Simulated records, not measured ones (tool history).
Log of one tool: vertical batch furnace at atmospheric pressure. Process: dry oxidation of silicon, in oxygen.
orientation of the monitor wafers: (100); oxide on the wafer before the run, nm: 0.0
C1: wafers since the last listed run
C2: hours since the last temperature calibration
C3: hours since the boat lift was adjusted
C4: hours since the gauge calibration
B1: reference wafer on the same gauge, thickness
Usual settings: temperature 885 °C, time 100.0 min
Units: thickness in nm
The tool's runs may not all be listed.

run 1 day=0.000 | temperature=895 time=63.5 | C1=0 C2=1997.9 C3=2710.8 C4=474.0 | B1=19.71 | thickness=19.34
run 2 day=4.225 | temperature=885 time=100.0 | C1=1658 C2=2099.3 C3=2812.2 C4=575.4 | B1=19.70 | thickness=23.44
run 3 day=5.746 | temperature=885 time=100.0 | C1=596 C2=2135.8 C3=2848.7 C4=611.9 | B1=19.71 | thickness=23.66
run 4 day=9.162 | temperature=885 time=100.0 | C1=1340 C2=2217.8 C3=2930.7 C4=693.9 | B1=19.69 | thickness=23.77
run 5 day=11.512 | temperature=868 time=100.0 | C1=922 C2=2274.2 C3=2987.1 C4=750.3 | B1=19.70 | thickness=19.84
run 6 day=16.146 | temperature=885 time=68.0 | C1=1818 C2=2385.4 C3=3098.3 C4=861.5 | B1=19.70 | thickness=18.40
run 7 day=19.979 | temperature=885 time=68.0 | C1=1504 C2=2477.4 C3=3190.3 C4=953.5 | B1=19.70 | thickness=18.50
run 8 day=24.354 | temperature=902 time=86.0 | C1=1716 C2=2582.4 C3=3295.3 C4=1058.5 | B1=19.70 | thickness=25.85

The next listed run, before its measurement:
run 9 day=26.171 | temperature=885 time=100.0 | C1=712 C2=2626.0 C3=3338.9 C4=1102.1 | B1=? | thickness=?

B1: 19.71
thickness: 24.08 nm
Without the tool's hidden state the same run would have given thickness 23.09 nm.
